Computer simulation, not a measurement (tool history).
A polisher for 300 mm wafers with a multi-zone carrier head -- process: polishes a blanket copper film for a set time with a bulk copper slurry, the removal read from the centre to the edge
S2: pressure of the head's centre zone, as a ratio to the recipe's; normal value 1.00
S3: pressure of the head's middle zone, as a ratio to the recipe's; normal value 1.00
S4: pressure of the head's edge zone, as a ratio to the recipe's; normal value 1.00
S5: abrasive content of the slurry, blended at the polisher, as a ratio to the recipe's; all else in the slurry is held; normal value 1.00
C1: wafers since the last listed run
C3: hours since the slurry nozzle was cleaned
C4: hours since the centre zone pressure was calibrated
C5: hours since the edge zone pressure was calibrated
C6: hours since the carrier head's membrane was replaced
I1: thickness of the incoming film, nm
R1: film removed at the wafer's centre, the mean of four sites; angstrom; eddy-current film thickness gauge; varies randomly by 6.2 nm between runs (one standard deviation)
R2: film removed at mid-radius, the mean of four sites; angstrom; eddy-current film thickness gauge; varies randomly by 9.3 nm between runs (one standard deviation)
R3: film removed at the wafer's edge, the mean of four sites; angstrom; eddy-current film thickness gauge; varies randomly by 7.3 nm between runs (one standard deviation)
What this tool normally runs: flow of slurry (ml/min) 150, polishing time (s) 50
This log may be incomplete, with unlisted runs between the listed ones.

Run 1, day 0.000: usual settings but polishing time (s) 57; C1 0; wafers polished on this pad 852; C3 48.5; C4 1634.7; C5 1165.0; C6 1409.2; I1 2979.8. Result: R1 7214 angstrom, R2 7419 angstrom, R3 7338 angstrom.
At day 0.562: centre zone pressure recalibrated.
Run 2, day 0.742: usual settings but S2 1.11, S5 1.25; C1 225; wafers polished on this pad 1078; C3 66.3; C4 4.3; C5 1182.8; C6 1427.0; I1 2987.7. Result: R1 7472 angstrom, R2 6612 angstrom, R3 6431 angstrom.
Run 3, day 1.729: usual settings but S2 1.04, polishing time (s) 61; C1 338; wafers polished on this pad 1416; C3 90.0; C4 28.0; C5 1206.5; C6 1450.7; I1 3011.4. Result: R1 7998 angstrom, R2 7832 angstrom, R3 7654 angstrom.
At day 2.008: worn pad replaced by a new one.
Run 4, day 2.179: usual settings; C1 97; wafers polished on this pad 58; C3 100.8; C4 38.8; C5 1217.3; C6 1461.5; I1 2962.5. Result: R1 6432 angstrom, R2 6285 angstrom, R3 6340 angstrom.
Run 5, day 2.488: usual settings but S2 0.90, S3 1.04, S4 1.06, polishing time (s) 40; C1 105; wafers polished on this pad 163; C3 108.2; C4 46.2; C5 1224.7; C6 1468.9; I1 3004.5. Result: R1 4670 angstrom, R2 5281 angstrom, R3 5125 angstrom.
At day 3.129: carrier head's membrane replaced by a new one.
Run 6, day 3.150: usual settings but S2 1.07, S5 0.90; C1 155; wafers polished on this pad 319; C3 124.1; C4 62.1; C5 1240.6; C6 0.5; I1 2973.8. Result: R1 6765 angstrom, R2 6438 angstrom, R3 6035 angstrom.
At day 3.454: edge zone pressure recalibrated.
Run 7, day 3.475: usual settings; C1 82; wafers polished on this pad 402; C3 131.9; C4 69.9; C5 0.5; C6 8.3; I1 2989.0. Result: R1 6432 angstrom, R2 6446 angstrom, R3 6264 angstrom.
Run 8, day 3.838: usual settings but flow of slurry (ml/min) 185, polishing time (s) 61; C1 124; wafers polished on this pad 526; C3 140.6; C4 78.6; C5 9.2; C6 17.0; I1 2998.0. Result: R1 8176 angstrom, R2 8207 angstrom, R3 7885 angstrom.
Run 9, day 4.538: usual settings but flow of slurry (ml/min) 115, S2 1.07, S4 1.10, S5 0.70; C1 239; wafers polished on this pad 766; C3 157.4; C4 95.4; C5 26.0; C6 33.8; I1 2978.8. Result: R1 6063 angstrom, R2 5772 angstrom, R3 5885 angstrom.
Run 10, day 5.050: usual settings; C1 175; wafers polished on this pad 941; C3 169.7; C4 107.7; C5 38.3; C6 46.1; I1 3026.1. Result: R1 6360 angstrom, R2 6491 angstrom, R3 6400 angstrom.
Run 11, day 5.671: usual settings; C1 212; wafers polished on this pad 1154; C3 184.6; C4 122.6; C5 53.2; C6 61.0; I1 2947.0. Result: R1 6592 angstrom, R2 6420 angstrom, R3 6167 angstrom.
At day 6.254: worn pad replaced by a new one.
Run 12, day 6.612: usual settings but S3 1.09, S4 1.10, S5 1.25, polishing time (s) 39; C1 265; wafers polished on this pad 122; C3 207.2; C4 145.2; C5 75.8; C6 83.6; I1 3009.8. Result: R1 5252 angstrom, R2 5550 angstrom, R3 5283 angstrom.
Run 13, day 7.025: usual settings but S4 1.11; C1 141; wafers polished on this pad 263; C3 217.1; C4 155.1; C5 85.7; C6 93.5; I1 3034.1. Result: R1 6475 angstrom, R2 6397 angstrom, R3 6610 angstrom.
Run 14, day 7.717: usual settings; C1 236; wafers polished on this pad 500; C3 233.7; C4 171.7; C5 102.3; C6 110.1; I1 2996.3. Result: R1 6369 angstrom, R2 6666 angstrom, R3 6310 angstrom.
Run 15, day 9.192: usual settings; C1 505; wafers polished on this pad 1006; C3 269.1; C4 207.1; C5 137.7; C6 145.5; I1 2974.1. Result: R1 6456 angstrom, R2 6405 angstrom, R3 6282 angstrom.
Run 16, day 9.517: usual settings but S2 0.94, S5 0.80; C1 111; wafers polished on this pad 1117; C3 276.9; C4 214.9; C5 145.5; C6 153.3; I1 3039.8. Result: R1 5910 angstrom, R2 6132 angstrom, R3 6247 angstrom.
Run 17, day 10.242: usual settings but S5 0.80; C1 248; wafers polished on this pad 1365; C3 294.3; C4 232.3; C5 162.9; C6 170.7; I1 2992.9. Result: R1 6247 angstrom, R2 6185 angstrom, R3 6056 angstrom.
Run 18, day 10.804: usual settings but S3 1.09, S4 1.10, S5 1.25, polishing time (s) 39; C1 192; wafers polished on this pad 1558; C3 307.8; C4 245.8; C5 176.4; C6 184.2; I1 2965.7. Result: R1 5181 angstrom, R2 5555 angstrom, R3 5292 angstrom.
At day 11.012: worn pad replaced by a new one.
Run 19, day 11.296: usual settings but polishing time (s) 41; C1 111; wafers polished on this pad 97; C3 319.6; C4 257.6; C5 188.2; C6 196.0; I1 2933.1. Result: R1 5227 angstrom, R2 5357 angstrom, R3 5220 angstrom.
Run 20, day 12.017: usual settings but S5 0.75; C1 246; wafers polished on this pad 344; C3 336.9; C4 274.9; C5 205.5; C6 213.3; I1 3000.9. Result: R1 6240 angstrom, R2 6243 angstrom, R3 5840 angstrom.
Run 21, day 12.517: usual settings; C1 171; wafers polished on this pad 515; C3 348.9; C4 286.9; C5 217.5; C6 225.3; I1 3015.5. Result: R1 6351 angstrom, R2 6495 angstrom, R3 6301 angstrom.
Run 22, day 12.988: usual settings but polishing time (s) 61; C1 161; wafers polished on this pad 676; C3 360.2; C4 298.2; C5 228.8; C6 236.6; I1 2960.6. Result: R1 7751 angstrom, R2 8015 angstrom, R3 7675 angstrom.

Take each entry between the runs: how does the hidden state at the last listed run before it differ from the hidden state at the first listed run after it?
In the gap between runs 1 and 2: centre zone pressure recalibrated (day 0.562)
  no hidden state differs between the two runs
In the gap between runs 3 and 4: worn pad replaced by a new one (day 2.008)
  no hidden state differs between the two runs
In the gap between runs 5 and 6: carrier head's membrane replaced by a new one (day 3.129)
  no hidden state differs between the two runs
In the gap between runs 6 and 7: edge zone pressure recalibrated (day 3.454)
  no hidden state differs between the two runs
In the gap between runs 11 and 12: worn pad replaced by a new one (day 6.254)
  no hidden state differs between the two runs
In the gap between runs 18 and 19: worn pad replaced by a new one (day 11.012)
  no hidden state differs between the two runs
